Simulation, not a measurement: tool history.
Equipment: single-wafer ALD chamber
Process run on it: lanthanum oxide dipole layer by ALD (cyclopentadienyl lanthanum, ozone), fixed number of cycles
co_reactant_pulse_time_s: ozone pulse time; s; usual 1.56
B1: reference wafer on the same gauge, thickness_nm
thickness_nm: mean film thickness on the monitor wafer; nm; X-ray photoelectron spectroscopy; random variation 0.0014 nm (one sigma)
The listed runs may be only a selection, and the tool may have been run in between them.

{"run": 1, "hour": 0.0, "co_reactant_pulse_time_s": 1.56, "B1": 0.533, "thickness_nm": 0.553}
{"hour": 60.4, "done": "thermocouple changed; heater temperature recalibrated"}
{"run": 2, "hour": 87.4, "co_reactant_pulse_time_s": 1.56, "B1": 0.532, "thickness_nm": 0.55}
{"run": 3, "hour": 134.8, "co_reactant_pulse_time_s": 1.99, "B1": 0.532, "thickness_nm": 0.567}
{"run": 4, "hour": 210.0, "co_reactant_pulse_time_s": 1.99, "B1": 0.532, "thickness_nm": 0.567}
{"run": 5, "hour": 282.5, "co_reactant_pulse_time_s": 1.96, "B1": 0.532, "thickness_nm": 0.566}
{"run": 6, "hour": 338.9, "co_reactant_pulse_time_s": 1.96, "B1": 0.532, "thickness_nm": 0.566}
{"run": 7, "hour": 387.0, "co_reactant_pulse_time_s": 1.56, "B1": 0.532, "thickness_nm": 0.55}
{"run": 8, "hour": 430.3, "co_reactant_pulse_time_s": 1.56, "B1": 0.532, "thickness_nm": 0.552}
{"run": 9, "hour": 481.9, "co_reactant_pulse_time_s": 1.56, "B1": 0.533, "thickness_nm": 0.551}
{"run": 10, "hour": 535.2, "co_reactant_pulse_time_s": 1.56, "B1": 0.532, "thickness_nm": 0.554}
{"run": 11, "hour": 635.9, "co_reactant_pulse_time_s": 1.56, "B1": 0.532, "thickness_nm": 0.552}
{"run": 12, "hour": 676.1, "co_reactant_pulse_time_s": 1.85, "B1": 0.532, "thickness_nm": 0.564}
{"run": 13, "hour": 758.6, "co_reactant_pulse_time_s": 1.85, "B1": 0.532, "thickness_nm": 0.563}
{"run": 14, "hour": 845.1, "co_reactant_pulse_time_s": 1.85, "B1": 0.532, "thickness_nm": 0.565}
{"run": 15, "hour": 932.4, "co_reactant_pulse_time_s": 1.36, "B1": 0.533, "thickness_nm": 0.542}
{"hour": 949.6, "done": "gauge calibrated"}
{"hour": 1017.2, "done": "showerhead replaced"}
{"run": 16, "hour": 1037.6, "co_reactant_pulse_time_s": 1.36, "B1": 0.532, "thickness_nm": 0.541}
{"run": 17, "hour": 1083.0, "co_reactant_pulse_time_s": 1.56, "B1": 0.532, "thickness_nm": 0.551}

Run 18 has not been measured yet. What should we expect?
{"run": 18, "hour": 1185.9, "co_reactant_pulse_time_s": 1.04, "B1": "?", "thickness_nm": "?"}

B1: 0.532
thickness_nm: 0.515 nm
Take away the tool's hidden state, keep the run-to-run variation as it was, and the same run would have given thickness_nm 0.531 nm.

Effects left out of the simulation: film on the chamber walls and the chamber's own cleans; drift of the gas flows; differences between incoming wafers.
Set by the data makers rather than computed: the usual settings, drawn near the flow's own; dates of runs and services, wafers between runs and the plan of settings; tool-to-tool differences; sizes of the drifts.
